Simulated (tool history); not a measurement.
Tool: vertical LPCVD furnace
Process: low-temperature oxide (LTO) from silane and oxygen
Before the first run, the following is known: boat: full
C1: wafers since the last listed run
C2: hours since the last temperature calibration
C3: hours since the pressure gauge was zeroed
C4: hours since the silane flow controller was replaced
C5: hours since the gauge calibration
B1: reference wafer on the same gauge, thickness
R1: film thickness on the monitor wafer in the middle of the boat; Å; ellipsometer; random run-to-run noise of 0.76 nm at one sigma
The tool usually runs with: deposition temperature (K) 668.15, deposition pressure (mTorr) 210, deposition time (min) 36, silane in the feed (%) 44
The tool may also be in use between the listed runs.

run 1 day=0 | deposition_temperature_(K)=668.15 deposition_pressure_(mTorr)=210 deposition_time_(min)=36 silane_in_the_feed_(%)=44 | C1=0 C2=1880.9 C3=4503 C4=2357.8 C5=161.3 | B1=364.81 | R1=3314.4
run 2 day=0.492 | deposition_temperature_(K)=668.15 deposition_pressure_(mTorr)=210 deposition_time_(min)=36 silane_in_the_feed_(%)=44 | C1=156 C2=1892.7 C3=4514.8 C4=2369.6 C5=173.1 | B1=364.85 | R1=3310.5
run 3 day=1.242 | deposition_temperature_(K)=668.15 deposition_pressure_(mTorr)=210 deposition_time_(min)=36 silane_in_the_feed_(%)=44 | C1=239 C2=1910.7 C3=4532.8 C4=2387.6 C5=191.1 | B1=365.18 | R1=3299.7
run 4 day=1.904 | deposition_temperature_(K)=668.15 deposition_pressure_(mTorr)=210 deposition_time_(min)=36 silane_in_the_feed_(%)=44 | C1=211 C2=1926.6 C3=4548.7 C4=2403.5 C5=207 | B1=365.14 | R1=3312.7
run 5 day=2.738 | deposition_temperature_(K)=665.15 deposition_pressure_(mTorr)=210 deposition_time_(min)=36 silane_in_the_feed_(%)=44 | C1=266 C2=1946.6 C3=4568.7 C4=2423.5 C5=227 | B1=364.87 | R1=3183.7
run 6 day=3.567 | deposition_temperature_(K)=668.15 deposition_pressure_(mTorr)=210 deposition_time_(min)=36 silane_in_the_feed_(%)=47 | C1=264 C2=1966.5 C3=4588.6 C4=2443.4 C5=246.9 | B1=364.96 | R1=3526.7
run 7 day=3.854 | deposition_temperature_(K)=668.15 deposition_pressure_(mTorr)=210 deposition_time_(min)=36 silane_in_the_feed_(%)=47 | C1=91 C2=1973.4 C3=4595.5 C4=2450.3 C5=253.8 | B1=364.66 | R1=3521.7
-- day=5.15 silane flow controller replaced
run 8 day=5.171 | deposition_temperature_(K)=668.15 deposition_pressure_(mTorr)=210 deposition_time_(min)=36 silane_in_the_feed_(%)=47 | C1=101 C2=2005 C3=4627.1 C4=0.5 C5=285.4 | B1=365.14 | R1=3415.7
run 9 day=5.371 | deposition_temperature_(K)=668.15 deposition_pressure_(mTorr)=210 deposition_time_(min)=36 silane_in_the_feed_(%)=49 | C1=63 C2=2009.8 C3=4631.9 C4=5.3 C5=290.2 | B1=365.16 | R1=3539.7
run 10 day=5.567 | deposition_temperature_(K)=668.15 deposition_pressure_(mTorr)=250 deposition_time_(min)=36 silane_in_the_feed_(%)=44 | C1=62 C2=2014.5 C3=4636.6 C4=10 C5=294.9 | B1=364.76 | R1=3837
run 11 day=5.883 | deposition_temperature_(K)=672.15 deposition_pressure_(mTorr)=210 deposition_time_(min)=45.5 silane_in_the_feed_(%)=44 | C1=101 C2=2022.1 C3=4644.2 C4=17.6 C5=302.5 | B1=364.87 | R1=4224.6
-- day=7.646 thermocouples replaced and temperature profile calibrated
-- day=7.858 pressure gauge zeroed
run 12 day=7.879 | deposition_temperature_(K)=660.15 deposition_pressure_(mTorr)=210 deposition_time_(min)=36 silane_in_the_feed_(%)=44 | C1=250 C2=5.6 C3=0.5 C4=65.5 C5=350.4 | B1=365.11 | R1=2932
run 13 day=8.075 | deposition_temperature_(K)=668.15 deposition_pressure_(mTorr)=185 deposition_time_(min)=36 silane_in_the_feed_(%)=40 | C1=62 C2=10.3 C3=5.2 C4=70.2 C5=355.1 | B1=365.13 | R1=2538.7
run 14 day=8.271 | deposition_temperature_(K)=668.15 deposition_pressure_(mTorr)=210 deposition_time_(min)=36 silane_in_the_feed_(%)=44 | C1=62 C2=15 C3=9.9 C4=74.9 C5=359.8 | B1=364.6 | R1=3195.7
run 15 day=8.471 | deposition_temperature_(K)=668.15 deposition_pressure_(mTorr)=210 deposition_time_(min)=36 silane_in_the_feed_(%)=44 | C1=63 C2=19.8 C3=14.7 C4=79.7 C5=364.6 | B1=364.92 | R1=3204.9
run 16 day=9.058 | deposition_temperature_(K)=668.15 deposition_pressure_(mTorr)=250 deposition_time_(min)=36 silane_in_the_feed_(%)=44 | C1=187 C2=33.9 C3=28.8 C4=93.8 C5=378.7 | B1=364.8 | R1=3816.7
-- day=9.55 gauge calibrated
run 17 day=9.883 | deposition_temperature_(K)=679.15 deposition_pressure_(mTorr)=185 deposition_time_(min)=36 silane_in_the_feed_(%)=44 | C1=263 C2=53.7 C3=48.6 C4=113.6 C5=8 | B1=364.9 | R1=3180.7
run 18 day=10.417 | deposition_temperature_(K)=679.15 deposition_pressure_(mTorr)=185 deposition_time_(min)=36 silane_in_the_feed_(%)=44 | C1=170 C2=66.5 C3=61.4 C4=126.4 C5=20.8 | B1=364.61 | R1=3188.3
run 19 day=11 | deposition_temperature_(K)=671.15 deposition_pressure_(mTorr)=210 deposition_time_(min)=36 silane_in_the_feed_(%)=44 | C1=186 C2=80.5 C3=75.4 C4=140.4 C5=34.8 | B1=364.85 | R1=3310.4
run 20 day=11.733 | deposition_temperature_(K)=663.15 deposition_pressure_(mTorr)=210 deposition_time_(min)=36 silane_in_the_feed_(%)=44 | C1=234 C2=98.1 C3=93 C4=158 C5=52.4 | B1=364.56 | R1=3032.3
run 21 day=12.238 | deposition_temperature_(K)=674.15 deposition_pressure_(mTorr)=210 deposition_time_(min)=36 silane_in_the_feed_(%)=44 | C1=160 C2=110.2 C3=105.1 C4=170.1 C5=64.5 | B1=364.51 | R1=3427.3
run 22 day=12.533 | deposition_temperature_(K)=680.15 deposition_pressure_(mTorr)=255 deposition_time_(min)=36 silane_in_the_feed_(%)=44 | C1=94 C2=117.3 C3=112.2 C4=177.2 C5=71.6 | B1=365 | R1=4424.5
run 23 day=13.25 | deposition_temperature_(K)=672.15 deposition_pressure_(mTorr)=240 deposition_time_(min)=36 silane_in_the_feed_(%)=44 | C1=228 C2=134.5 C3=129.4 C4=194.4 C5=88.8 | B1=365 | R1=3836.5
run 24 day=13.988 | deposition_temperature_(K)=673.15 deposition_pressure_(mTorr)=210 deposition_time_(min)=36 silane_in_the_feed_(%)=44 | C1=235 C2=152.2 C3=147.1 C4=212.1 C5=106.5 | B1=364.7 | R1=3399.3
run 25 day=14.408 | deposition_temperature_(K)=671.15 deposition_pressure_(mTorr)=210 deposition_time_(min)=36 silane_in_the_feed_(%)=44 | C1=134 C2=162.3 C3=157.2 C4=222.2 C5=116.6 | B1=364.84 | R1=3325.5
run 26 day=14.992 | deposition_temperature_(K)=668.15 deposition_pressure_(mTorr)=240 deposition_time_(min)=36 silane_in_the_feed_(%)=44 | C1=186 C2=176.3 C3=171.2 C4=236.2 C5=130.6 | B1=365.12 | R1=3672.7
run 27 day=15.821 | deposition_temperature_(K)=668.15 deposition_pressure_(mTorr)=180 deposition_time_(min)=29 silane_in_the_feed_(%)=44 | C1=264 C2=196.2 C3=191.1 C4=256.1 C5=150.5 | B1=365.14 | R1=2218.6
run 28 day=16.108 | deposition_temperature_(K)=657.15 deposition_pressure_(mTorr)=210 deposition_time_(min)=36 silane_in_the_feed_(%)=38 | C1=91 C2=203.1 C3=198 C4=263 C5=157.4 | B1=364.95 | R1=2381.9
run 29 day=16.779 | deposition_temperature_(K)=668.15 deposition_pressure_(mTorr)=210 deposition_time_(min)=50 silane_in_the_feed_(%)=39 | C1=214 C2=219.2 C3=214.1 C4=279.1 C5=173.5 | B1=365.06 | R1=3884.9
run 30 day=17.404 | deposition_temperature_(K)=668.15 deposition_pressure_(mTorr)=210 deposition_time_(min)=36 silane_in_the_feed_(%)=41 | C1=199 C2=234.2 C3=229.1 C4=294.1 C5=188.5 | B1=364.69 | R1=2974.5
run 31 day=17.704 | deposition_temperature_(K)=668.15 deposition_pressure_(mTorr)=165 deposition_time_(min)=36 silane_in_the_feed_(%)=49 | C1=95 C2=241.4 C3=236.3 C4=301.3 C5=195.7 | B1=365.12 | R1=2790.9

Forecast each of these 4 alternatives for the next run:
run A day=17.904 | deposition_temperature_(K)=668.15 deposition_pressure_(mTorr)=210 deposition_time_(min)=36 silane_in_the_feed_(%)=44 | C1=63 C2=246.2 C3=241.1 C4=306.1 C5=200.5 | B1=? | R1=?
run B day=17.904 | deposition_temperature_(K)=668.15 deposition_pressure_(mTorr)=210 deposition_time_(min)=41.5 silane_in_the_feed_(%)=44 | C1=63 C2=246.2 C3=241.1 C4=306.1 C5=200.5 | B1=? | R1=?
run C day=17.904 | deposition_temperature_(K)=676.15 deposition_pressure_(mTorr)=210 deposition_time_(min)=36 silane_in_the_feed_(%)=40 | C1=63 C2=246.2 C3=241.1 C4=306.1 C5=200.5 | B1=? | R1=?
run D day=17.904 | deposition_temperature_(K)=668.15 deposition_pressure_(mTorr)=210 deposition_time_(min)=36 silane_in_the_feed_(%)=35 | C1=63 C2=246.2 C3=241.1 C4=306.1 C5=200.5 | B1=? | R1=?

run=A B1=364.93 R1=3224.8
run=B B1=364.93 R1=3717.5
run=C B1=364.93 R1=3162.8
run=D B1=364.93 R1=2443.4
With the hidden condition removed and each run's random variation left untouched, the same runs would have given:
run=A R1=3204.5
run=B R1=3694.1
run=C R1=3139.3
run=D R1=2421
